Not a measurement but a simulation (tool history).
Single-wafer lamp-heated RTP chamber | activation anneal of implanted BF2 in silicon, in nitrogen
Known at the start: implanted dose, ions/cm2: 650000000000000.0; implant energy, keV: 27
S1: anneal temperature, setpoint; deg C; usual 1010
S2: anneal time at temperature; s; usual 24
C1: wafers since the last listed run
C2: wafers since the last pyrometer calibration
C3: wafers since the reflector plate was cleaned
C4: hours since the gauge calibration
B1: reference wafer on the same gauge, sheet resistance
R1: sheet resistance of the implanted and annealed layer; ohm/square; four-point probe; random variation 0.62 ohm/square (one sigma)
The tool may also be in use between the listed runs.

run 1 day=0 | S1=1010 S2=31 | C1=0 C2=8370 C3=5232 C4=555.8 | B1=239.12 | R1=210.39
-- day=1.25 reflector plate cleaned
run 2 day=1.271 | S1=1010 S2=31 | C1=207 C2=8577 C3=4 C4=586.3 | B1=239.13 | R1=214.27
run 3 day=1.917 | S1=1010 S2=24 | C1=142 C2=8719 C3=146 C4=601.8 | B1=238.77 | R1=216.17
run 4 day=3.179 | S1=1010 S2=24 | C1=278 C2=8998 C3=425 C4=632.1 | B1=238.99 | R1=215.79
run 5 day=4.142 | S1=1010 S2=24 | C1=212 C2=9211 C3=638 C4=655.2 | B1=239.31 | R1=216.72
run 6 day=5.158 | S1=1010 S2=24 | C1=224 C2=9435 C3=862 C4=679.6 | B1=238.68 | R1=215.37
run 7 day=5.933 | S1=1010 S2=24 | C1=171 C2=9606 C3=1033 C4=698.2 | B1=239.06 | R1=214.55
-- day=7.288 pyrometer window cleaned and pyrometer calibrated
run 8 day=7.346 | S1=1010 S2=24 | C1=238 C2=12 C3=1271 C4=732.1 | B1=238.69 | R1=215.36
run 9 day=8.542 | S1=1010 S2=24 | C1=264 C2=276 C3=1536 C4=760.8 | B1=239.06 | R1=215.55
run 10 day=9.525 | S1=1010 S2=24 | C1=217 C2=493 C3=1753 C4=784.4 | B1=238.76 | R1=215.31
run 11 day=10.35 | S1=991 S2=19 | C1=182 C2=675 C3=1935 C4=804.2 | B1=238.87 | R1=226.03
run 12 day=11.183 | S1=1010 S2=24 | C1=184 C2=859 C3=2119 C4=824.2 | B1=238.83 | R1=213.44
run 13 day=11.912 | S1=1010 S2=24 | C1=161 C2=1020 C3=2280 C4=841.7 | B1=239.21 | R1=214.65
run 14 day=12.517 | S1=1022 S2=20 | C1=133 C2=1154 C3=2413 C4=856.2 | B1=239.16 | R1=212.19
run 15 day=14.504 | S1=1024 S2=38 | C1=438 C2=1593 C3=2852 C4=903.9 | B1=239.32 | R1=206.44
-- day=14.992 gauge calibrated
run 16 day=15.896 | S1=1010 S2=24 | C1=307 C2=1900 C3=3159 C4=21.7 | B1=239.02 | R1=214.42
run 17 day=17.129 | S1=990 S2=13 | C1=272 C2=2172 C3=3432 C4=51.3 | B1=238.93 | R1=228.02
run 18 day=18.612 | S1=1010 S2=31 | C1=327 C2=2500 C3=3759 C4=86.9 | B1=238.96 | R1=210.96
run 19 day=19.608 | S1=992 S2=38 | C1=219 C2=2720 C3=3979 C4=110.8 | B1=239.12 | R1=217.63
run 20 day=20.417 | S1=1010 S2=12 | C1=178 C2=2898 C3=4158 C4=130.2 | B1=239.21 | R1=219.09
run 21 day=21.317 | S1=1024 S2=31 | C1=198 C2=3097 C3=4356 C4=151.8 | B1=239.43 | R1=206.78
run 22 day=22.104 | S1=1010 S2=24 | C1=173 C2=3271 C3=4530 C4=170.7 | B1=238.75 | R1=213.99
-- day=22.925 reflector plate cleaned
run 23 day=23.3 | S1=998 S2=20 | C1=190 C2=3461 C3=82 C4=199.4 | B1=239.08 | R1=224.42
run 24 day=23.879 | S1=996 S2=17 | C1=127 C2=3589 C3=210 C4=213.3 | B1=238.98 | R1=227.64
run 25 day=24.692 | S1=981 S2=10 | C1=179 C2=3769 C3=390 C4=232.8 | B1=239.07 | R1=243.27
run 26 day=25.733 | S1=1010 S2=24 | C1=230 C2=3999 C3=620 C4=257.8 | B1=238.92 | R1=215.89
run 27 day=26.446 | S1=1010 S2=24 | C1=157 C2=4156 C3=777 C4=274.9 | B1=238.84 | R1=217.54
run 28 day=27.696 | S1=997 S2=18 | C1=276 C2=4432 C3=1053 C4=304.9 | B1=238.58 | R1=225.31
run 29 day=28.617 | S1=1010 S2=24 | C1=203 C2=4635 C3=1256 C4=327 | B1=239.08 | R1=216.46
run 30 day=29.65 | S1=981 S2=18 | C1=228 C2=4864 C3=1484 C4=351.8 | B1=239.03 | R1=234.41
run 31 day=30.746 | S1=984 S2=14 | C1=241 C2=5105 C3=1726 C4=378.1 | B1=239.14 | R1=234.63
run 32 day=32.054 | S1=1037 S2=24 | C1=288 C2=5394 C3=2015 C4=409.5 | B1=239.1 | R1=206.47
run 33 day=33.283 | S1=982 S2=24 | C1=271 C2=5666 C3=2287 C4=439 | B1=238.54 | R1=230.5
run 34 day=34.254 | S1=1018 S2=30 | C1=214 C2=5880 C3=2501 C4=462.3 | B1=238.93 | R1=210.73
run 35 day=35.329 | S1=1010 S2=24 | C1=237 C2=6118 C3=2738 C4=488.1 | B1=239.03 | R1=215.96
run 36 day=36.721 | S1=993 S2=34 | C1=307 C2=6425 C3=3046 C4=521.5 | B1=239.19 | R1=219.8
run 37 day=37.517 | S1=1010 S2=19 | C1=175 C2=6601 C3=3221 C4=540.6 | B1=239.08 | R1=217.96
run 38 day=38.262 | S1=1040 S2=19 | C1=164 C2=6765 C3=3386 C4=558.5 | B1=238.83 | R1=206.83

Forecast each of these 3 alternatives for the next run:
run A day=38.279 | S1=1010 S2=24 | C1=3 C2=6769 C3=3390 C4=558.9 | B1=? | R1=?
run B day=38.279 | S1=1018 S2=29 | C1=3 C2=6769 C3=3390 C4=558.9 | B1=? | R1=?
run C day=38.279 | S1=987 S2=24 | C1=3 C2=6769 C3=3390 C4=558.9 | B1=? | R1=?

run=A B1=238.76 R1=214.08
run=B B1=238.76 R1=209.61
run=C B1=238.76 R1=225.55
Without the tool's hidden state the same runs would have given:
run=A R1=216.44
run=B R1=211.53
run=C R1=229.34
